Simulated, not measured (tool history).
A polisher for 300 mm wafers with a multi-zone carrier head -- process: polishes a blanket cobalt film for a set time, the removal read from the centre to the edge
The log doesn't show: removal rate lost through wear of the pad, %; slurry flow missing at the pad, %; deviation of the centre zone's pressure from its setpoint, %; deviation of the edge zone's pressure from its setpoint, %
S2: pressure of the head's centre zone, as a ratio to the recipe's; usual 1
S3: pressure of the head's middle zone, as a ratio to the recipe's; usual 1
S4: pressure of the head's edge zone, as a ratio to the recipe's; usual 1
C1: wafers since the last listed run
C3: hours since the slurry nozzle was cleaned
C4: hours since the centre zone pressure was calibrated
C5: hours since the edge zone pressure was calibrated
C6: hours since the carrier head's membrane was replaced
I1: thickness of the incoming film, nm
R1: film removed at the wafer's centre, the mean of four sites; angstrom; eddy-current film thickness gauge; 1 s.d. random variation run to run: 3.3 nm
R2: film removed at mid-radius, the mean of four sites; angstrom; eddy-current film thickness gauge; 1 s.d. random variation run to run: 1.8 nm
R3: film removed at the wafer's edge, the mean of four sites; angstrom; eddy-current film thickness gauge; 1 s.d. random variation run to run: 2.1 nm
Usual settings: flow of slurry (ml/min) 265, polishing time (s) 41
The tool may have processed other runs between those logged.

run 1 hour=0 | flow_of_slurry_(ml/min)=265 S2=1 S3=1 S4=1 polishing_time_(s)=41 | C1=0 wafers_polished_on_this_pad=3209 C3=73.1 C4=446.4 C5=534.4 C6=1598.9 | I1=760.1 | R1=2402 R2=2457 R3=2403
-- hour=14.9 worn pad replaced by a new one
run 2 hour=30.5 | flow_of_slurry_(ml/min)=265 S2=1.04 S3=1 S4=1.08 polishing_time_(s)=41 | C1=467 wafers_polished_on_this_pad=276 C3=103.6 C4=476.9 C5=564.9 C6=1629.4 | I1=752 | R1=2662 R2=2726 R3=2721
run 3 hour=51.5 | flow_of_slurry_(ml/min)=265 S2=0.94 S3=1 S4=1 polishing_time_(s)=41 | C1=370 wafers_polished_on_this_pad=646 C3=124.6 C4=497.9 C5=585.9 C6=1650.4 | I1=759.7 | R1=2364 R2=2637 R3=2576
run 4 hour=87.3 | flow_of_slurry_(ml/min)=265 S2=0.94 S3=1 S4=1 polishing_time_(s)=41 | C1=632 wafers_polished_on_this_pad=1279 C3=160.4 C4=533.7 C5=621.7 C6=1686.2 | I1=769 | R1=2287 R2=2544 R3=2522
run 5 hour=121.7 | flow_of_slurry_(ml/min)=265 S2=0.94 S3=1 S4=1 polishing_time_(s)=41 | C1=607 wafers_polished_on_this_pad=1886 C3=194.8 C4=568.1 C5=656.1 C6=1720.6 | I1=746.7 | R1=2288 R2=2476 R3=2410
run 6 hour=156.5 | flow_of_slurry_(ml/min)=265 S2=1.04 S3=0.89 S4=1.09 polishing_time_(s)=51 | C1=614 wafers_polished_on_this_pad=2501 C3=229.6 C4=602.9 C5=690.9 C6=1755.4 | I1=762.1 | R1=3053 R2=2796 R3=3121
-- hour=164.9 slurry nozzle cleaned
run 7 hour=185.4 | flow_of_slurry_(ml/min)=265 S2=1 S3=1 S4=1 polishing_time_(s)=41 | C1=492 wafers_polished_on_this_pad=2993 C3=20.5 C4=631.8 C5=719.8 C6=1784.3 | I1=754.2 | R1=2358 R2=2427 R3=2366
-- hour=203.1 edge zone pressure recalibrated
-- hour=210.7 worn pad replaced by a new one
-- hour=212.9 centre zone pressure recalibrated
-- hour=259.4 carrier head's membrane replaced by a new one
run 8 hour=273.9 | flow_of_slurry_(ml/min)=265 S2=1 S3=0.94 S4=1 polishing_time_(s)=41 | C1=1333 wafers_polished_on_this_pad=992 C3=109 C4=61 C5=70.8 C6=14.5 | I1=744.2 | R1=2417 R2=2428 R3=2514
run 9 hour=294.9 | flow_of_slurry_(ml/min)=265 S2=1 S3=1.05 S4=1.04 polishing_time_(s)=37 | C1=370 wafers_polished_on_this_pad=1362 C3=130 C4=82 C5=91.8 C6=35.5 | I1=770.6 | R1=2228 R2=2368 R3=2259
-- hour=368.8 slurry nozzle cleaned
run 10 hour=373 | flow_of_slurry_(ml/min)=265 S2=1.1 S3=0.92 S4=1 polishing_time_(s)=29 | C1=1361 wafers_polished_on_this_pad=2724 C3=4.2 C4=160.1 C5=169.9 C6=113.6 | I1=761.2 | R1=1874 R2=1615 R3=1685
run 11 hour=398.7 | flow_of_slurry_(ml/min)=265 S2=1 S3=1 S4=1 polishing_time_(s)=46 | C1=453 wafers_polished_on_this_pad=3178 C3=29.9 C4=185.8 C5=195.6 C6=139.3 | I1=759.2 | R1=2628 R2=2743 R3=2694
-- hour=428.3 worn pad replaced by a new one
run 12 hour=428.8 | flow_of_slurry_(ml/min)=200 S2=1.12 S3=1.04 S4=0.88 polishing_time_(s)=41 | C1=460 wafers_polished_on_this_pad=8 C3=60 C4=215.9 C5=225.7 C6=169.4 | I1=762.5 | R1=2872 R2=2786 R3=2521
run 13 hour=459.3 | flow_of_slurry_(ml/min)=225 S2=0.96 S3=1 S4=1 polishing_time_(s)=33 | C1=538 wafers_polished_on_this_pad=547 C3=90.5 C4=246.4 C5=256.2 C6=199.9 | I1=758.2 | R1=1962 R2=2072 R3=2061
run 14 hour=477.7 | flow_of_slurry_(ml/min)=265 S2=1 S3=1 S4=1 polishing_time_(s)=41 | C1=324 wafers_polished_on_this_pad=872 C3=108.9 C4=264.8 C5=274.6 C6=218.3 | I1=764.6 | R1=2526 R2=2593 R3=2522
run 15 hour=496.5 | flow_of_slurry_(ml/min)=265 S2=1 S3=1 S4=1 polishing_time_(s)=41 | C1=331 wafers_polished_on_this_pad=1204 C3=127.7 C4=283.6 C5=293.4 C6=237.1 | I1=760.5 | R1=2466 R2=2549 R3=2513
run 16 hour=525 | flow_of_slurry_(ml/min)=265 S2=1 S3=1.06 S4=1 polishing_time_(s)=41 | C1=503 wafers_polished_on_this_pad=1707 C3=156.2 C4=312.1 C5=321.9 C6=265.6 | I1=760.5 | R1=2442 R2=2624 R3=2413
run 17 hour=556.7 | flow_of_slurry_(ml/min)=265 S2=0.94 S3=1 S4=1 polishing_time_(s)=45 | C1=559 wafers_polished_on_this_pad=2267 C3=187.9 C4=343.8 C5=353.6 C6=297.3 | I1=756.4 | R1=2486 R2=2691 R3=2636
run 18 hour=586.6 | flow_of_slurry_(ml/min)=265 S2=0.95 S3=1 S4=1 polishing_time_(s)=41 | C1=528 wafers_polished_on_this_pad=2795 C3=217.8 C4=373.7 C5=383.5 C6=327.2 | I1=761.6 | R1=2292 R2=2432 R3=2366
-- hour=598.5 worn pad replaced by a new one
-- hour=614.6 slurry nozzle cleaned
run 19 hour=616.4 | flow_of_slurry_(ml/min)=295 S2=0.9 S3=1 S4=0.9 polishing_time_(s)=41 | C1=437 wafers_polished_on_this_pad=299 C3=1.8 C4=403.5 C5=413.3 C6=357 | I1=769.2 | R1=2446 R2=2764 R3=2603
run 20 hour=633.1 | flow_of_slurry_(ml/min)=265 S2=1 S3=1 S4=1 polishing_time_(s)=36 | C1=294 wafers_polished_on_this_pad=594 C3=18.5 C4=420.2 C5=430 C6=373.7 | I1=756.7 | R1=2302 R2=2349 R3=2289
run 21 hour=645.8 | flow_of_slurry_(ml/min)=265 S2=0.97 S3=1 S4=0.95 polishing_time_(s)=41 | C1=224 wafers_polished_on_this_pad=818 C3=31.2 C4=432.9 C5=442.7 C6=386.4 | I1=766.4 | R1=2519 R2=2650 R3=2533

The logged runs with the hidden state left out (each run's random variation unchanged):
run=1 R1=2781 R2=2844 R3=2782
run=2 R1=2800 R2=2867 R3=2862
run=3 R1=2561 R2=2858 R3=2791
run=4 R1=2563 R2=2851 R3=2826
run=5 R1=2613 R2=2828 R3=2753
run=6 R1=3527 R2=3230 R3=3606
run=7 R1=2740 R2=2820 R3=2749
run=8 R1=2671 R2=2683 R3=2778
run=9 R1=2499 R2=2656 R3=2533
run=10 R1=2159 R2=1861 R3=1941
run=11 R1=3039 R2=3172 R3=3116
run=12 R1=2931 R2=2843 R3=2572
run=13 R1=2105 R2=2222 R3=2211
run=14 R1=2767 R2=2841 R3=2763
run=15 R1=2747 R2=2839 R3=2798
run=16 R1=2767 R2=2974 R3=2735
run=17 R1=2852 R2=3088 R3=3024
run=18 R1=2649 R2=2811 R3=2734
run=19 R1=2532 R2=2860 R3=2693
run=20 R1=2438 R2=2488 R3=2423
run=21 R1=2705 R2=2846 R3=2721

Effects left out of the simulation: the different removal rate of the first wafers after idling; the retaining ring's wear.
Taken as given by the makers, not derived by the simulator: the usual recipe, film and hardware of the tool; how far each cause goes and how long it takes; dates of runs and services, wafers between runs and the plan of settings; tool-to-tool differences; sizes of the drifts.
